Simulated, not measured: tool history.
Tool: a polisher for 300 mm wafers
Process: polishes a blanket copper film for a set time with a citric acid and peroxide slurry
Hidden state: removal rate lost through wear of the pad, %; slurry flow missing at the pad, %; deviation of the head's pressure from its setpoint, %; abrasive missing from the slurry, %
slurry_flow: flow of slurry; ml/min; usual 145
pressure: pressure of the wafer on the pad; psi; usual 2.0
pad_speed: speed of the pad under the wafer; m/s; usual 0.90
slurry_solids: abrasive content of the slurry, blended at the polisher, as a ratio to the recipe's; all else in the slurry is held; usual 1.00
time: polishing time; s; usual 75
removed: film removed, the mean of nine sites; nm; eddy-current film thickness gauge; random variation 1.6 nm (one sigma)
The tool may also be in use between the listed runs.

| run | hour | slurry_flow | pressure | pad_speed | slurry_solids | time | wafers since the last listed run | wafers polished on this pad | hours since the slurry nozzle was cleaned | hours since the head pressure was calibrated | hours since the slurry blender was calibrated | incoming thickness of the incoming film, nm | removed |
|---|---|---|---|---|---|---|---|---|---|---|---|---|---|
| 1 | 0.0 | 145 | 2.0 | 0.90 | 1.00 | 75 | 0 | 791 | 62.4 | 766.1 | 249.4 | 516.8 | 111.5 |
| 2 | 44.3 | 145 | 2.0 | 0.90 | 1.00 | 75 | 304 | 1096 | 106.7 | 810.4 | 293.7 | 526.9 | 110.7 |
| 3 | 82.5 | 145 | 2.0 | 0.90 | 1.00 | 75 | 262 | 1358 | 144.9 | 848.6 | 331.9 | 524.9 | 109.0 |
|  | 96.6 | slurry blender recalibrated |
| 4 | 115.2 | 145 | 2.0 | 0.90 | 1.00 | 75 | 210 | 1569 | 177.6 | 881.3 | 18.6 | 516.7 | 106.0 |
| 5 | 172.9 | 145 | 2.2 | 0.90 | 1.00 | 75 | 396 | 1965 | 235.3 | 939.0 | 76.3 | 524.8 | 117.2 |
|  | 196.7 | worn pad replaced by a new one |
| 6 | 211.2 | 145 | 2.2 | 0.90 | 1.00 | 75 | 235 | 99 | 273.6 | 977.3 | 114.6 | 511.0 | 130.1 |
|  | 237.9 | slurry nozzle cleaned |
| 7 | 279.0 | 145 | 2.0 | 0.90 | 1.00 | 75 | 458 | 558 | 41.1 | 1045.1 | 182.4 | 523.2 | 111.1 |
| 8 | 325.8 | 145 | 2.0 | 0.90 | 1.00 | 75 | 321 | 879 | 87.9 | 1091.9 | 229.2 | 516.4 | 108.0 |
| 9 | 351.4 | 145 | 2.0 | 0.90 | 1.00 | 75 | 175 | 1055 | 113.5 | 1117.5 | 254.8 | 526.7 | 107.0 |
| 10 | 402.4 | 145 | 2.0 | 0.90 | 1.00 | 75 | 350 | 1405 | 164.5 | 1168.5 | 305.8 | 509.6 | 106.9 |
|  | 423.5 | slurry blender recalibrated |
| 11 | 460.2 | 145 | 2.0 | 0.90 | 1.00 | 75 | 383 | 1788 | 222.3 | 1226.3 | 36.7 | 519.9 | 105.8 |
| 12 | 497.0 | 145 | 2.0 | 0.90 | 1.00 | 75 | 252 | 2041 | 259.1 | 1263.1 | 73.5 | 518.1 | 107.6 |
|  | 517.8 | slurry nozzle cleaned |
|  | 519.4 | worn pad replaced by a new one |
| 13 | 533.4 | 145 | 2.0 | 0.90 | 1.00 | 75 | 231 | 95 | 15.6 | 1299.5 | 109.9 | 525.3 | 117.2 |
| 14 | 563.8 | 145 | 2.0 | 0.90 | 1.00 | 91 | 208 | 304 | 46.0 | 1329.9 | 140.3 | 520.2 | 137.8 |
|  | 615.0 | head pressure recalibrated |
| 15 | 632.6 | 145 | 2.0 | 0.90 | 1.00 | 91 | 458 | 763 | 114.8 | 17.6 | 209.1 | 521.2 | 132.0 |
| 16 | 695.5 | 145 | 2.0 | 0.68 | 1.00 | 84 | 431 | 1195 | 177.7 | 80.5 | 272.0 | 521.0 | 92.3 |
|  | 724.0 | slurry blender recalibrated |
| 17 | 733.3 | 145 | 2.0 | 0.90 | 1.00 | 75 | 245 | 1440 | 215.5 | 118.3 | 9.3 | 525.7 | 106.1 |
|  | 840.8 | worn pad replaced by a new one |
|  | 868.1 | slurry nozzle cleaned |
| 18 | 895.7 | 145 | 2.0 | 0.90 | 1.00 | 75 | 1080 | 369 | 27.6 | 280.7 | 171.7 | 521.4 | 114.3 |
| 19 | 927.7 | 160 | 2.0 | 0.90 | 1.00 | 75 | 219 | 589 | 59.6 | 312.7 | 203.7 | 511.0 | 116.2 |
| 20 | 957.2 | 145 | 1.6 | 0.90 | 1.00 | 95 | 202 | 792 | 89.1 | 342.2 | 233.2 | 519.4 | 114.7 |
|  | 1002.4 | slurry blender recalibrated |
| 21 | 1014.0 | 145 | 2.0 | 0.90 | 1.00 | 75 | 376 | 1168 | 145.9 | 399.0 | 11.6 | 527.3 | 108.6 |
| 22 | 1066.0 | 145 | 2.0 | 0.90 | 0.85 | 75 | 357 | 1525 | 197.9 | 451.0 | 63.6 | 527.0 | 104.5 |
| 23 | 1112.6 | 145 | 2.0 | 0.90 | 1.00 | 75 | 319 | 1845 | 244.5 | 497.6 | 110.2 | 519.7 | 108.8 |
| 24 | 1175.7 | 145 | 2.0 | 0.90 | 1.25 | 75 | 433 | 2278 | 307.6 | 560.7 | 173.3 | 520.7 | 110.7 |
|  | 1181.8 | slurry nozzle cleaned |
|  | 1211.6 | worn pad replaced by a new one |
| 25 | 1233.4 | 185 | 2.0 | 0.90 | 1.00 | 61 | 361 | 149 | 51.6 | 618.4 | 231.0 | 510.1 | 103.3 |
| 26 | 1311.9 | 145 | 2.0 | 0.90 | 1.00 | 75 | 538 | 688 | 130.1 | 696.9 | 309.5 | 522.8 | 111.0 |
|  | 1318.0 | slurry blender recalibrated |
| 27 | 1347.1 | 145 | 1.6 | 0.90 | 1.00 | 67 | 227 | 916 | 165.3 | 732.1 | 29.1 | 521.5 | 80.5 |
|  | 1545.8 | slurry nozzle cleaned |
|  | 1553.4 | worn pad replaced by a new one |
| 28 | 1558.7 | 145 | 2.0 | 0.90 | 1.00 | 61 | 1418 | 36 | 12.9 | 943.7 | 240.7 | 518.5 | 98.7 |
| 29 | 1589.0 | 105 | 2.5 | 0.90 | 1.00 | 75 | 208 | 244 | 43.2 | 974.0 | 271.0 | 522.9 | 129.9 |
|  | 1634.7 | slurry blender recalibrated |
| 30 | 1635.2 | 145 | 1.8 | 1.04 | 1.25 | 75 | 303 | 547 | 89.4 | 1020.2 | 0.5 | 520.2 | 117.3 |

4 ways to go on from here, each from the tool as it stands after run 30. What would each give?
| A | 1635.6 | 145 | 2.3 | 0.90 | 1.00 | 75 | 2 | 550 | 89.8 | 1020.6 | 0.9 | 519.2 | ? |
| B | 1635.6 | 145 | 2.3 | 0.90 | 1.00 | 85 | 2 | 550 | 89.8 | 1020.6 | 0.9 | 519.2 | ? |
| C | 1635.6 | 145 | 2.7 | 0.90 | 1.00 | 75 | 2 | 550 | 89.8 | 1020.6 | 0.9 | 519.2 | ? |
| D | 1635.6 | 175 | 2.2 | 0.90 | 0.75 | 75 | 2 | 550 | 89.8 | 1020.6 | 0.9 | 519.2 | ? |

| run | removed |
|---|---|
| A | 128.7 |
| B | 145.9 |
| C | 150.3 |
| D | 122.0 |
Without the tool's hidden state the same runs would have given:
| run | removed |
|---|---|
| A | 139.8 |
| B | 158.4 |
| C | 163.3 |
| D | 132.5 |
